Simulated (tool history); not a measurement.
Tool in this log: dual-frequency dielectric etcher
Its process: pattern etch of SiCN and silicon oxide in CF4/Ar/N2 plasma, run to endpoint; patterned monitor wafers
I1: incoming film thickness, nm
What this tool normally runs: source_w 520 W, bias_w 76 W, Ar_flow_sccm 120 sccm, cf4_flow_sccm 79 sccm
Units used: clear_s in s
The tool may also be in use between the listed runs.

Run 1, day 0: usual settings; I1 17.94. Result: clear_s 17.1 s.
Run 2, day 4.117: usual settings but source_w 470 W, bias_w 95 W, Ar_flow_sccm 101 sccm, cf4_flow_sccm 61 sccm; I1 17.92. Result: clear_s 16.2 s.
Run 3, day 5.725: usual settings but cf4_flow_sccm 90 sccm; I1 18.02. Result: clear_s 16.8 s.
Run 4, day 7.283: usual settings; I1 17.95. Result: clear_s 17 s.
Run 5, day 9.238: usual settings but cf4_flow_sccm 93 sccm; I1 17.84. Result: clear_s 16.6 s.
At day 9.662: source power generator calibrated.
Run 6, day 13.158: usual settings but Ar_flow_sccm 150 sccm, cf4_flow_sccm 92 sccm; I1 17.84. Result: clear_s 17 s.
Run 7, day 17.417: usual settings but source_w 450 W, Ar_flow_sccm 147 sccm, cf4_flow_sccm 67 sccm; I1 17.97. Result: clear_s 19.3 s.
At day 21.692: wet clean of the chamber.
Run 8, day 21.712: usual settings but cf4_flow_sccm 63 sccm; I1 17.83. Result: clear_s 17.2 s.
At day 25.442: Ar flow controller replaced.
At day 25.525: CF4 flow controller replaced.
Run 9, day 25.596: usual settings; I1 17.78. Result: clear_s 16.6 s.
Run 10, day 27.45: usual settings but source_w 580 W, Ar_flow_sccm 107 sccm; I1 17.66. Result: clear_s 15.1 s.
Run 11, day 29.583: usual settings; I1 18. Result: clear_s 16.8 s.
At day 33.358: upper electrode replaced.
Run 12, day 33.896: usual settings but source_w 400 W; I1 17.88. Result: clear_s 19.6 s.
Run 13, day 36.612: usual settings but Ar_flow_sccm 92 sccm, cf4_flow_sccm 89 sccm; I1 17.93. Result: clear_s 15.7 s.
Run 14, day 39.933: usual settings but cf4_flow_sccm 62 sccm; I1 17.8. Result: clear_s 17.2 s.
At day 41.112: source power generator calibrated, repeated, since the last time left the tool worse.
Run 15, day 42.612: usual settings but source_w 600 W, bias_w 84 W; I1 17.71. Result: clear_s 14.8 s.
Run 16, day 46.296: usual settings but bias_w 69 W, Ar_flow_sccm 149 sccm, cf4_flow_sccm 92 sccm; I1 17.91. Result: clear_s 18.6 s.
Run 17, day 47.867: usual settings but Ar_flow_sccm 128 sccm; I1 18.07. Result: clear_s 17.7 s.
At day 49.933: wet clean of the chamber.
Run 18, day 50.929: usual settings but Ar_flow_sccm 132 sccm, cf4_flow_sccm 60 sccm; I1 17.6. Result: clear_s 18.3 s.
Run 19, day 55.242: usual settings but source_w 410 W, bias_w 88 W, Ar_flow_sccm 104 sccm, cf4_flow_sccm 74 sccm; I1 17.87. Result: clear_s 18.1 s.
Run 20, day 58.412: usual settings but cf4_flow_sccm 98 sccm; I1 17.95. Result: clear_s 16.9 s.
Run 21, day 62.25: usual settings but source_w 640 W, Ar_flow_sccm 108 sccm; I1 17.86. Result: clear_s 14.8 s.
Run 22, day 64.554: usual settings but source_w 470 W, cf4_flow_sccm 94 sccm; I1 17.96. Result: clear_s 18 s.
At day 65.754: bias power generator calibrated.
Run 23, day 67.817: usual settings; I1 17.94. Result: clear_s 17.2 s.
Run 24, day 71.038: usual settings but source_w 630 W, bias_w 57 W, cf4_flow_sccm 86 sccm; I1 18. Result: clear_s 17.8 s.

Each run again, without the hidden state but with its own random variation kept:
The hidden state here: etch rate over this chamber's usual, %; source power that arrives over what is set, %; bias power that arrives over what is set, %; Ar flow that arrives over what is set, %; CF4 flow that arrives over what is set, %.
run  clear_s
  1     17.5
  2     16.5
  3     17.2
  4     17.4
  5       17
  6     17.6
  7       20
  8     17.8
  9     17.2
 10     15.6
 11     17.5
 12     20.4
 13     16.4
 14     17.9
 15     14.8
 16     18.6
 17     17.7
 18     18.3
 19     18.1
 20     16.9
 21     14.8
 22       18
 23     17.2
 24     17.9
